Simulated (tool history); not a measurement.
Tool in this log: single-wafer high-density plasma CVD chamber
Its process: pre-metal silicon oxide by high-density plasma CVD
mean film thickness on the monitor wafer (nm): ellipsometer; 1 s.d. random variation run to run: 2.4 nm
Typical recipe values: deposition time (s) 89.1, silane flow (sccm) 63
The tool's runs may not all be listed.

run   hour  deposition time (s)  silane flow (sccm)  read-back reference wafer on the same gauge, thickness_nm  mean film thickness on the monitor wafer (nm)
  1      0                101.1                  63                                                    553.567                                        681.208
  2   77.1                 89.1                  63                                                    552.694                                        597.991
  3  141.2                 89.1                  63                                                    553.354                                        596.521
     204.8  -- gauge calibrated
  4  212.8                 89.1                  63                                                    552.536                                        600.325
  5  274.5                 89.1                  58                                                    553.583                                        553.822
  6  347.1                 89.1                  58                                                    551.926                                        552.731
  7  435.8                 89.1                  58                                                    553.221                                        554.202
  8  532.1                 89.1                  55                                                    552.656                                        524.186
  9  593.2                100.9                  70                                                    552.854                                        759.935
 10  708.6                 89.1                  63                                                    552.818                                        601.234
 11  780.8                 82.6                  72                                                     551.88                                        641.466
 12  822.6                102.2                  63                                                    552.883                                        689.506

Run 13 has not been measured yet. What should we expect?
     830.1  -- gauge calibrated
     838.2  -- silane flow controller replaced
 13  905.6                 89.1                  63                                                          ?                                              ?

Run 13 gave read-back reference wafer on the same gauge, thickness_nm 552.638, mean film thickness on the monitor wafer (nm) 576.888.
With no hidden state in the tool, this same run would have given mean film thickness on the monitor wafer (nm) 574.155.

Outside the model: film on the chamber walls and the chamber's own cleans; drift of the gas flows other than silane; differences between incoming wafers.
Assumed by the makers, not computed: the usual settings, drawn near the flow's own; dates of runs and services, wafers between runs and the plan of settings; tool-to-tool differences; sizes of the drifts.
